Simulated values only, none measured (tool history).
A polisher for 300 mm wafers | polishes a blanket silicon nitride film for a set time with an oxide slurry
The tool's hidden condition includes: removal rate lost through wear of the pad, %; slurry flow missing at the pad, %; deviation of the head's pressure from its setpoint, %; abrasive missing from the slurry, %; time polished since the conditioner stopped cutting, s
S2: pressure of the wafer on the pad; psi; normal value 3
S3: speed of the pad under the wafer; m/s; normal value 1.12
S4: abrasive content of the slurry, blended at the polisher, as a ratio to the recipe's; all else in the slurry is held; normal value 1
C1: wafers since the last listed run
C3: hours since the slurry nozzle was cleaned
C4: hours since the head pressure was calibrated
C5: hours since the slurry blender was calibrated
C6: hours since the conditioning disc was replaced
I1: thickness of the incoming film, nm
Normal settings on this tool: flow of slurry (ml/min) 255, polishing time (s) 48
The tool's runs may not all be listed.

run 1 hour=0 | flow_of_slurry_(ml/min)=255 S2=3 S3=1.12 S4=1 polishing_time_(s)=48 | C1=0 wafers_polished_on_this_pad=3 C3=199.3 C4=117.7 C5=147.7 C6=172.3 | I1=560.5 | film_removed_(angstrom)=291
-- hour=6 slurry blender recalibrated
run 2 hour=14.7 | flow_of_slurry_(ml/min)=255 S2=3 S3=1.12 S4=1 polishing_time_(s)=48 | C1=85 wafers_polished_on_this_pad=89 C3=214 C4=132.4 C5=8.7 C6=187 | I1=576.9 | film_removed_(angstrom)=317
run 3 hour=32.4 | flow_of_slurry_(ml/min)=255 S2=3 S3=1.12 S4=1 polishing_time_(s)=48 | C1=119 wafers_polished_on_this_pad=209 C3=231.7 C4=150.1 C5=26.4 C6=204.7 | I1=561.5 | film_removed_(angstrom)=310
run 4 hour=47.3 | flow_of_slurry_(ml/min)=255 S2=3 S3=1.12 S4=1 polishing_time_(s)=48 | C1=100 wafers_polished_on_this_pad=309 C3=246.6 C4=165 C5=41.3 C6=219.6 | I1=569.8 | film_removed_(angstrom)=310
run 5 hour=58.9 | flow_of_slurry_(ml/min)=255 S2=3 S3=1.12 S4=1 polishing_time_(s)=48 | C1=78 wafers_polished_on_this_pad=388 C3=258.2 C4=176.6 C5=52.9 C6=231.2 | I1=568.2 | film_removed_(angstrom)=299
run 6 hour=71.5 | flow_of_slurry_(ml/min)=255 S2=3 S3=1.12 S4=1 polishing_time_(s)=48 | C1=85 wafers_polished_on_this_pad=473 C3=270.8 C4=189.2 C5=65.5 C6=243.8 | I1=580.2 | film_removed_(angstrom)=298
run 7 hour=81.7 | flow_of_slurry_(ml/min)=255 S2=3 S3=1.12 S4=1 polishing_time_(s)=48 | C1=69 wafers_polished_on_this_pad=542 C3=281 C4=199.4 C5=75.7 C6=254 | I1=569 | film_removed_(angstrom)=297
-- hour=96.9 slurry nozzle cleaned
run 8 hour=97.4 | flow_of_slurry_(ml/min)=255 S2=2.5 S3=1.12 S4=1 polishing_time_(s)=48 | C1=99 wafers_polished_on_this_pad=642 C3=0.5 C4=215.1 C5=91.4 C6=269.7 | I1=572.8 | film_removed_(angstrom)=235
run 9 hour=103.8 | flow_of_slurry_(ml/min)=255 S2=3.4 S3=0.88 S4=1.1 polishing_time_(s)=48 | C1=43 wafers_polished_on_this_pad=685 C3=6.9 C4=221.5 C5=97.8 C6=276.1 | I1=563.3 | film_removed_(angstrom)=275
run 10 hour=112.5 | flow_of_slurry_(ml/min)=285 S2=2.4 S3=1.38 S4=1 polishing_time_(s)=41 | C1=58 wafers_polished_on_this_pad=744 C3=15.6 C4=230.2 C5=106.5 C6=284.8 | I1=574.7 | film_removed_(angstrom)=231
run 11 hour=123.1 | flow_of_slurry_(ml/min)=300 S2=3.3 S3=1.12 S4=1.15 polishing_time_(s)=36 | C1=71 wafers_polished_on_this_pad=816 C3=26.2 C4=240.8 C5=117.1 C6=295.4 | I1=572.6 | film_removed_(angstrom)=251
run 12 hour=136.6 | flow_of_slurry_(ml/min)=255 S2=3 S3=1.12 S4=1 polishing_time_(s)=48 | C1=91 wafers_polished_on_this_pad=907 C3=39.7 C4=254.3 C5=130.6 C6=308.9 | I1=558.9 | film_removed_(angstrom)=270
-- hour=148.9 slurry blender recalibrated
run 13 hour=156.4 | flow_of_slurry_(ml/min)=180 S2=3 S3=1.12 S4=0.75 polishing_time_(s)=48 | C1=120 wafers_polished_on_this_pad=1027 C3=59.5 C4=274.1 C5=7.5 C6=328.7 | I1=567.4 | film_removed_(angstrom)=263
-- hour=169.1 worn pad replaced by a new one
run 14 hour=173.2 | flow_of_slurry_(ml/min)=205 S2=3.3 S3=1.28 S4=1 polishing_time_(s)=34 | C1=86 wafers_polished_on_this_pad=27 C3=76.3 C4=290.9 C5=24.3 C6=345.5 | I1=580.8 | film_removed_(angstrom)=271
run 15 hour=179.5 | flow_of_slurry_(ml/min)=255 S2=3 S3=1.12 S4=1 polishing_time_(s)=48 | C1=42 wafers_polished_on_this_pad=70 C3=82.6 C4=297.2 C5=30.6 C6=351.8 | I1=564.3 | film_removed_(angstrom)=329
run 16 hour=193.6 | flow_of_slurry_(ml/min)=255 S2=3 S3=1.12 S4=1 polishing_time_(s)=48 | C1=95 wafers_polished_on_this_pad=165 C3=96.7 C4=311.3 C5=44.7 C6=365.9 | I1=571.1 | film_removed_(angstrom)=322
run 17 hour=205.6 | flow_of_slurry_(ml/min)=255 S2=3 S3=1.12 S4=1 polishing_time_(s)=53 | C1=81 wafers_polished_on_this_pad=246 C3=108.7 C4=323.3 C5=56.7 C6=377.9 | I1=561.2 | film_removed_(angstrom)=344
run 18 hour=217.2 | flow_of_slurry_(ml/min)=255 S2=3 S3=1.12 S4=1 polishing_time_(s)=48 | C1=78 wafers_polished_on_this_pad=325 C3=120.3 C4=334.9 C5=68.3 C6=389.5 | I1=567.3 | film_removed_(angstrom)=309
-- hour=225.9 conditioning disc replaced and pad reconditioned
-- hour=226.1 head pressure recalibrated
run 19 hour=248.1 | flow_of_slurry_(ml/min)=255 S2=2.6 S3=1.28 S4=0.9 polishing_time_(s)=35 | C1=193 wafers_polished_on_this_pad=519 C3=151.2 C4=22 C5=99.2 C6=22.2 | I1=579.7 | film_removed_(angstrom)=210
run 20 hour=255.9 | flow_of_slurry_(ml/min)=225 S2=3 S3=1.28 S4=1 polishing_time_(s)=48 | C1=52 wafers_polished_on_this_pad=571 C3=159 C4=29.8 C5=107 C6=30 | I1=568.3 | film_removed_(angstrom)=318
run 21 hour=271 | flow_of_slurry_(ml/min)=345 S2=3 S3=1.42 S4=0.8 polishing_time_(s)=53 | C1=102 wafers_polished_on_this_pad=674 C3=174.1 C4=44.9 C5=122.1 C6=45.1 | I1=575.1 | film_removed_(angstrom)=367
run 22 hour=288.9 | flow_of_slurry_(ml/min)=170 S2=3 S3=1.32 S4=1 polishing_time_(s)=31 | C1=121 wafers_polished_on_this_pad=795 C3=192 C4=62.8 C5=140 C6=63 | I1=568.5 | film_removed_(angstrom)=200
run 23 hour=305.8 | flow_of_slurry_(ml/min)=255 S2=3 S3=0.76 S4=1 polishing_time_(s)=48 | C1=114 wafers_polished_on_this_pad=909 C3=208.9 C4=79.7 C5=156.9 C6=79.9 | I1=570.4 | film_removed_(angstrom)=196
run 24 hour=315.5 | flow_of_slurry_(ml/min)=255 S2=3 S3=1.12 S4=1 polishing_time_(s)=48 | C1=65 wafers_polished_on_this_pad=975 C3=218.6 C4=89.4 C5=166.6 C6=89.6 | I1=564.5 | film_removed_(angstrom)=267
-- hour=318.5 slurry blender recalibrated
-- hour=332.7 worn pad replaced by a new one
run 25 hour=333.2 | flow_of_slurry_(ml/min)=255 S2=3 S3=1.12 S4=1 polishing_time_(s)=43 | C1=79 wafers_polished_on_this_pad=3 C3=236.3 C4=107.1 C5=14.7 C6=107.3 | I1=569.7 | film_removed_(angstrom)=291
run 26 hour=338.7 | flow_of_slurry_(ml/min)=255 S2=3 S3=1.12 S4=1 polishing_time_(s)=42 | C1=37 wafers_polished_on_this_pad=40 C3=241.8 C4=112.6 C5=20.2 C6=112.8 | I1=571.5 | film_removed_(angstrom)=284
run 27 hour=345.2 | flow_of_slurry_(ml/min)=255 S2=3.6 S3=1.12 S4=1 polishing_time_(s)=48 | C1=43 wafers_polished_on_this_pad=84 C3=248.3 C4=119.1 C5=26.7 C6=119.3 | I1=566.1 | film_removed_(angstrom)=381

Subtracting, for every run, the result it would have given without the tool's unlogged condition from the measured result gives the following. The same run-to-run variation enters both numbers; the gauge's scatter may not:
run=1 film_removed_(angstrom)=-37
run=2 film_removed_(angstrom)=-11
run=3 film_removed_(angstrom)=-15
run=4 film_removed_(angstrom)=-19
run=5 film_removed_(angstrom)=-23
run=6 film_removed_(angstrom)=-27
run=7 film_removed_(angstrom)=-31
run=8 film_removed_(angstrom)=-30
run=9 film_removed_(angstrom)=-37
run=10 film_removed_(angstrom)=-35
run=11 film_removed_(angstrom)=-42
run=12 film_removed_(angstrom)=-54
run=13 film_removed_(angstrom)=-31
run=14 film_removed_(angstrom)=-2
run=15 film_removed_(angstrom)=-5
run=16 film_removed_(angstrom)=-8
run=17 film_removed_(angstrom)=-13
run=18 film_removed_(angstrom)=-15
run=19 film_removed_(angstrom)=-19
run=20 film_removed_(angstrom)=-33
run=21 film_removed_(angstrom)=-51
run=22 film_removed_(angstrom)=-35
run=23 film_removed_(angstrom)=-41
run=24 film_removed_(angstrom)=-65
run=25 film_removed_(angstrom)=-3
run=26 film_removed_(angstrom)=-5
run=27 film_removed_(angstrom)=-7
